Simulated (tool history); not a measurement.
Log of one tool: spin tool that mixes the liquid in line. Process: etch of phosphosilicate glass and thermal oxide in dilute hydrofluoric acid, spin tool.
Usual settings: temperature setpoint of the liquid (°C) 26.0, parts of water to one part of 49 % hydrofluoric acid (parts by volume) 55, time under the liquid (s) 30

run   hour  temperature setpoint of the liquid (°C)  parts of water to one part of 49 % hydrofluoric acid (parts by volume)  time under the liquid (s)  wafers since the last listed run  hours since the thermometer was replaced  hours since the hydrofluoric acid flow meter was replaced  hours since the gauge calibration  read-back film thickness of the phosphosilicate glass reference wafer, read on the same gauge (nm)  read-back film thickness of the thermal oxide reference wafer, read on the same gauge (nm)  thickness taken off the phosphosilicate glass on a monitor wafer (Å)  thickness taken off the thermal oxide on a monitor wafer (Å)
  1    0.0                                     26.0                                                                      55                         30                                 0                                    1368.6                                                     1271.3                              368.1                                                                                               59.99                                                                                      50.005                                                                 427.2                                                         34.98
       1.5  -- gauge calibrated
  2   32.7                                     26.0                                                                      55                         30                               385                                    1401.3                                                     1304.0                               31.2                                                                                               59.99                                                                                      49.996                                                                 428.9                                                         35.66
  3   55.0                                     26.0                                                                      55                         30                               262                                    1423.6                                                     1326.3                               53.5                                                                                               60.02                                                                                      50.004                                                                 427.8                                                         35.32
  4   76.9                                     24.0                                                                      55                         30                               257                                    1445.5                                                     1348.2                               75.4                                                                                               60.00                                                                                      50.008                                                                 396.4                                                         32.33
  5  100.3                                     24.0                                                                      55                         30                               275                                    1468.9                                                     1371.6                               98.8                                                                                               59.98                                                                                      50.001                                                                 398.7                                                         32.93
  6  128.9                                     26.0                                                                      55                         45                               336                                    1497.5                                                     1400.2                              127.4                                                                                               60.01                                                                                      49.990                                                                 645.1                                                         54.10
  7  162.9                                     26.0                                                                      55                         45                               400                                    1531.5                                                     1434.2                              161.4                                                                                               60.00                                                                                      49.996                                                                 646.9                                                         53.63
     181.7  -- thermometer replaced
  8  184.3                                     26.0                                                                      55                         20                               240                                       2.6                                                     1455.6                              182.8                                                                                               60.01                                                                                      50.018                                                                 291.1                                                         23.91
  9  239.9                                     26.0                                                                      55                         20                               654                                      58.2                                                     1511.2                              238.4                                                                                               60.00                                                                                      50.004                                                                 291.4                                                         23.95
 10  254.9                                     26.0                                                                      55                         30                               176                                      73.2                                                     1526.2                              253.4                                                                                               60.01                                                                                      50.009                                                                 434.9                                                         36.12
 11  284.7                                     24.0                                                                      30                         30                               350                                     103.0                                                     1556.0                              283.2                                                                                               59.98                                                                                      49.987                                                                 759.4                                                         63.79
     311.3  -- hydrofluoric acid flow meter replaced
 12  311.7                                     22.5                                                                      55                         30                               306                                     130.0                                                        0.4                              310.2                                                                                               59.99                                                                                      49.992                                                                 338.1                                                         28.48
     328.2  -- gauge calibrated
 13  335.8                                     28.5                                                                      70                         35                               283                                     154.1                                                       24.5                                7.6                                                                                               60.01                                                                                      50.001                                                                 387.8                                                         32.42
 14  354.9                                     26.0                                                                      55                         30                               224                                     173.2                                                       43.6                               26.7                                                                                               59.96                                                                                      50.018                                                                 390.5                                                         32.88

Forecast run 15:
 15  379.0                                     29.5                                                                      80                         40                               283                                     197.3                                                       67.7                               50.8                                                                                                   ?                                                                                           ?                                                                     ?                                                             ?

{"run 15": {"read-back film thickness of the phosphosilicate glass reference wafer, read on the same gauge (nm)": 59.95, "read-back film thickness of the thermal oxide reference wafer, read on the same gauge (nm)": 50.004, "thickness taken off the phosphosilicate glass on a monitor wafer (Å)": 399.8, "thickness taken off the thermal oxide on a monitor wafer (Å)": 33.01}}
Without the tool's hidden state the same run would have given thickness taken off the phosphosilicate glass on a monitor wafer (Å) 393.0, thickness taken off the thermal oxide on a monitor wafer (Å) 32.45.
